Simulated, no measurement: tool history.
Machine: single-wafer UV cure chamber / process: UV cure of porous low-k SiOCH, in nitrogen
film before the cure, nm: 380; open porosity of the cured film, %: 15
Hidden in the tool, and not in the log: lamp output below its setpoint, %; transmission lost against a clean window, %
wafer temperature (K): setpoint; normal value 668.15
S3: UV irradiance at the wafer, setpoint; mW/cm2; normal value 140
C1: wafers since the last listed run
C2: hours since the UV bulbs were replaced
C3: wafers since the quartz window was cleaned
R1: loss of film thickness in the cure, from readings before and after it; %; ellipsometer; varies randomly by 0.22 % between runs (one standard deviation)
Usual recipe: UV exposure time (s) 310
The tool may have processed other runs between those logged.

Run 1, hour 0.0: usual settings; C1 0; C2 812.5; C3 1391. Result: R1 13.040 %.
Run 2, hour 107.3: usual settings; C1 1076; C2 919.8; C3 2468. Result: R1 12.352 %.
Run 3, hour 160.8: usual settings; C1 536; C2 973.3; C3 3005. Result: R1 12.623 %.
Run 4, hour 208.6: usual settings; C1 479; C2 1021.1; C3 3484. Result: R1 12.602 %.
Run 5, hour 291.0: usual settings; C1 826; C2 1103.5; C3 4311. Result: R1 12.289 %.
At hour 333.5: quartz window cleaned.
Run 6, hour 342.0: usual settings; C1 431; C2 1154.5; C3 85. Result: R1 13.288 %.
Run 7, hour 389.7: usual settings; C1 478; C2 1202.2; C3 563. Result: R1 12.958 %.
Run 8, hour 451.5: usual settings but wafer temperature (K) 672.15, S3 109 mW/cm2; C1 620; C2 1264.0; C3 1183. Result: R1 11.440 %.
Run 9, hour 530.3: usual settings; C1 790; C2 1342.8; C3 1974. Result: R1 12.626 %.
Run 10, hour 610.2: usual settings but S3 149 mW/cm2; C1 801; C2 1422.7; C3 2776. Result: R1 12.921 %.
Run 11, hour 682.3: usual settings; C1 723; C2 1494.8; C3 3499. Result: R1 12.523 %.
Run 12, hour 751.3: usual settings; C1 692; C2 1563.8; C3 4192. Result: R1 12.690 %.
Run 13, hour 852.6: usual settings; C1 1016; C2 1665.1; C3 5208. Result: R1 12.078 %.
At hour 886.3: quartz window cleaned.
Run 14, hour 890.5: usual settings; C1 300; C2 1703.0; C3 41. Result: R1 12.709 %.
Run 15, hour 977.2: usual settings; C1 870; C2 1789.7; C3 911. Result: R1 13.103 %.
Run 16, hour 1013.5: usual settings; C1 364; C2 1826.0; C3 1276. Result: R1 13.310 %.
Run 17, hour 1052.1: usual settings; C1 387; C2 1864.6; C3 1663. Result: R1 12.562 %.
Run 18, hour 1120.8: usual settings; C1 689; C2 1933.3; C3 2352. Result: R1 12.902 %.
Run 19, hour 1182.8: usual settings but wafer temperature (K) 687.15, UV exposure time (s) 415; C1 622; C2 1995.3; C3 2975. Result: R1 14.004 %.
Run 20, hour 1286.7: usual settings but wafer temperature (K) 675.15, UV exposure time (s) 380, S3 180 mW/cm2; C1 1042; C2 2099.2; C3 4017. Result: R1 14.699 %.
Run 21, hour 1349.6: usual settings but wafer temperature (K) 657.15, S3 116 mW/cm2; C1 631; C2 2162.1; C3 4648. Result: R1 11.463 %.
At hour 1372.8: quartz window cleaned.
Run 22, hour 1413.4: usual settings; C1 559; C2 2225.9; C3 407. Result: R1 13.117 %.
At hour 1461.9: UV bulbs replaced.
Run 23, hour 1508.7: usual settings but wafer temperature (K) 676.15, UV exposure time (s) 225, S3 108 mW/cm2; C1 876; C2 46.8; C3 1283. Result: R1 10.518 %.
Run 24, hour 1545.5: usual settings but wafer temperature (K) 654.15, UV exposure time (s) 240, S3 155 mW/cm2; C1 369; C2 83.6; C3 1653. Result: R1 11.867 %.
Run 25, hour 1613.5: usual settings but wafer temperature (K) 655.15, UV exposure time (s) 195, S3 127 mW/cm2; C1 682; C2 151.6; C3 2335. Result: R1 10.411 %.
Run 26, hour 1692.1: usual settings but wafer temperature (K) 648.15, UV exposure time (s) 250, S3 163 mW/cm2; C1 788; C2 230.2; C3 3124. Result: R1 11.895 %.
Run 27, hour 1847.2: usual settings; C1 1556; C2 385.3; C3 4680. Result: R1 12.047 %.
At hour 1880.4: quartz window cleaned.
Run 28, hour 1919.6: usual settings; C1 646; C2 457.7; C3 392. Result: R1 12.962 %.
Run 29, hour 2003.5: usual settings; C1 841; C2 541.6; C3 1234. Result: R1 12.601 %.
Run 30, hour 2094.9: usual settings but wafer temperature (K) 685.15, UV exposure time (s) 250, S3 160 mW/cm2; C1 917; C2 633.0; C3 2152. Result: R1 12.887 %.
Run 31, hour 2198.8: usual settings; C1 1042; C2 736.9; C3 3194. Result: R1 12.522 %.
Run 32, hour 2241.2: usual settings but UV exposure time (s) 475; C1 425; C2 779.3; C3 3620. Result: R1 14.414 %.
Run 33, hour 2283.8: usual settings but wafer temperature (K) 674.15; C1 427; C2 821.9; C3 4047. Result: R1 12.728 %.
Run 34, hour 2369.9: usual settings; C1 864; C2 908.0; C3 4911. Result: R1 11.919 %.
At hour 2421.6: quartz window cleaned.
Run 35, hour 2477.3: usual settings but UV exposure time (s) 175; C1 997; C2 1015.4; C3 558. Result: R1 10.479 %.
Run 36, hour 2575.4: usual settings; C1 984; C2 1113.5; C3 1543. Result: R1 13.100 %.
Run 37, hour 2648.4: usual settings but wafer temperature (K) 655.15, S3 117 mW/cm2; C1 732; C2 1186.5; C3 2275. Result: R1 11.453 %.

Alternative continuations, all from the tool just after run 37; predict every row:
Run A, hour 2648.9: usual settings; C1 5; C2 1187.0; C3 2280. Result: R1 ?.
Run B, hour 2648.9: usual settings but wafer temperature (K) 674.15, UV exposure time (s) 160, S3 112 mW/cm2; C1 5; C2 1187.0; C3 2280. Result: R1 ?.
Run C, hour 2648.9: usual settings but UV exposure time (s) 440; C1 5; C2 1187.0; C3 2280. Result: R1 ?.

run      R1
  A  12.742
  B   9.002
  C  14.351
Without the tool's hidden state the same runs would have given:
run      R1
  A  13.241
  B   9.455
  C  14.859
